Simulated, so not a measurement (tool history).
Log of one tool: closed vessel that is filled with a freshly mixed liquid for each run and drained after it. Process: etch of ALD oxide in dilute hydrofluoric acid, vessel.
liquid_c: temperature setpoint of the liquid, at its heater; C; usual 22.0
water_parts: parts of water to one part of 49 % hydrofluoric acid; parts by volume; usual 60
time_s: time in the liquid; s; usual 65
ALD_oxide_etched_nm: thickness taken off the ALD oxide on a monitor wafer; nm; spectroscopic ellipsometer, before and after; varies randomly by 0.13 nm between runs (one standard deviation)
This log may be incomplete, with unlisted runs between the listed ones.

run,hour,liquid_c,water_parts,time_s,wafers since the last listed run,hours since the thermometer was replaced,hours since the hydrofluoric acid flow meter was replaced,hours since the gauge calibration,"read-back film thickness of the ALD oxide reference wafer, read on the same gauge (nm)",ALD_oxide_etched_nm
1,0.0,22.0,60,65,0,1313.2,388.1,511.4,90.00,20.65
2,104.4,22.0,60,65,15218,1417.6,492.5,615.8,89.99,21.03
3,156.4,22.0,60,65,7580,1469.6,544.5,667.8,90.06,20.75
# hour 168.2: hydrofluoric acid flow meter replaced
4,210.7,22.0,60,65,7769,1523.9,42.5,722.1,89.98,20.96
5,310.6,22.0,60,85,14562,1623.8,142.4,822.0,89.98,27.27
6,391.7,22.0,60,85,11822,1704.9,223.5,903.1,89.99,27.35
7,467.3,22.0,60,85,11020,1780.5,299.1,978.7,89.99,27.48
8,534.4,22.0,60,65,9781,1847.6,366.2,1045.8,90.02,21.02
9,632.8,22.0,60,65,14344,1946.0,464.6,1144.2,89.99,20.93
10,728.9,22.0,60,65,14008,2042.1,560.7,1240.3,90.01,21.08
11,769.1,22.0,60,65,5860,2082.3,600.9,1280.5,90.01,20.75
# hour 790.3: hydrofluoric acid flow meter replaced
12,876.1,22.0,60,65,15451,2189.3,85.8,1387.5,90.03,20.95
13,936.2,18.0,85,35,8760,2249.4,145.9,1447.6,90.03,6.43
14,1016.2,22.0,60,65,11661,2329.4,225.9,1527.6,90.02,20.73
15,1057.8,19.5,75,65,6064,2371.0,267.5,1569.2,89.96,14.92
16,1336.2,20.5,75,55,40583,2649.4,545.9,1847.6,90.01,12.95
# hour 1376.1: hydrofluoric acid flow meter replaced
17,1411.8,19.0,50,40,10874,2725.0,35.7,1923.2,89.99,13.76
# hour 1458.5: thermometer replaced
18,1462.8,18.5,45,65,7288,4.3,86.7,1974.2,90.00,24.37
# hour 1474.6: gauge calibrated
19,1504.4,18.0,85,45,6064,45.9,128.3,29.8,89.98,8.42
20,1582.4,26.0,85,35,11370,123.9,206.3,107.8,89.99,9.02
21,1797.6,22.0,60,65,31370,339.1,421.5,323.0,90.02,20.99

Predict the results of run 22:
22,1965.8,22.0,60,85,24519,507.3,589.7,491.2,?,?

Run 22 measured read-back film thickness of the ALD oxide reference wafer, read on the same gauge (nm) 89.99, ALD_oxide_etched_nm 27.27 nm.
Had the tool carried no hidden state, the very same run would have given ALD_oxide_etched_nm 27.27 nm.

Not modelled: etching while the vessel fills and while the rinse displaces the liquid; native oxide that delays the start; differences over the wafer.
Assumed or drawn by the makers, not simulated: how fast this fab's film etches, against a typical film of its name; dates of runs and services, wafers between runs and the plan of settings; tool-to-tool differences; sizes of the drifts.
